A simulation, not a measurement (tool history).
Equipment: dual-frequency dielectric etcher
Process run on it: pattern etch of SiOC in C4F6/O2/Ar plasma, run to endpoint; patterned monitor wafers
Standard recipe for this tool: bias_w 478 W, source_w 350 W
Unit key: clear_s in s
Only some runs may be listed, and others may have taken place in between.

run	day	bias_w	source_w	incoming incoming film thickness, nm	clear_s
1	0	478	350	33.34	12
2	4.45	478	350	33.62	12.2
3	5.25	478	350	33.41	12
4	6.5	478	350	33.23	12
5	7.258	478	350	33.48	12
# day 10.704: wet clean of the chamber
6	10.725	478	350	33.67	12
7	11.442	436	420	33.39	11.4
8	12.912	436	420	33.59	11.5
9	15.812	478	350	33.65	12
10	16.792	478	350	33.68	12.1
# day 18.912: upper electrode replaced
# day 19.004: source power generator calibrated
11	19.025	478	350	33.26	11.8
12	19.038	509	380	33.61	11.2
13	19.867	579	320	33.43	11.5
# day 21.117: bias power generator calibrated
14	21.138	370	390	33.45	13.1

What will run 15 give?
15	21.946	478	350	33.63	?

clear_s: 12 s
On a tool with no hidden condition, and with the same random variation, this run would have come out at clear_s 12 s.
